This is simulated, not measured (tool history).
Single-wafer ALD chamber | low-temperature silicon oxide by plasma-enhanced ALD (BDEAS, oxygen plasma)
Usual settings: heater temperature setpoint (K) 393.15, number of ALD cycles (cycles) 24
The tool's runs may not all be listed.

run,day,heater temperature setpoint (K),number of ALD cycles (cycles),"read-back reference wafer on the same gauge, thickness_nm",mean film thickness on the monitor wafer (Å)
1,0,393.15,24,3.653,32.34
2,0.288,393.15,24,3.65,32.29
3,0.575,393.15,24,3.653,32.42
4,0.842,382.15,26,3.652,35.7
5,1.5,393.15,24,3.652,32.36
6,2.238,393.15,24,3.65,32.31
# day 2.729: thermocouple changed; heater temperature recalibrated
7,2.946,393.15,24,3.648,32.37
# day 3.254: gauge calibrated
8,3.638,393.15,24,3.649,32.31
9,4.154,393.15,24,3.648,32.31
10,4.521,383.15,27,3.652,36.89
11,4.896,393.15,24,3.653,32.34
12,5.2,389.15,24,3.65,32.61
13,5.642,401.15,23,3.65,30.48
14,6.338,380.15,27,3.65,37.27
15,6.9,393.15,20,3.65,26.9
16,7.288,382.15,21,3.651,28.78

Consider 5 possible next runs. They are alternatives, not a sequence: every one starts from the tool as it was left by run 16. What does each give?
A,7.304,403.15,24,?,?
B,7.304,384.15,21,?,?
C,7.304,382.15,27,?,?
D,7.304,398.15,27,?,?
E,7.304,407.15,22,?,?

run,"read-back reference wafer on the same gauge, thickness_nm",mean film thickness on the monitor wafer (Å)
A,3.65,31.59
B,3.65,28.52
C,3.65,36.79
D,3.65,35.84
E,3.65,28.76
With no hidden state in the tool, these same runs would have given:
run,mean film thickness on the monitor wafer (Å)
A,31.59
B,28.52
C,36.79
D,35.84
E,28.76
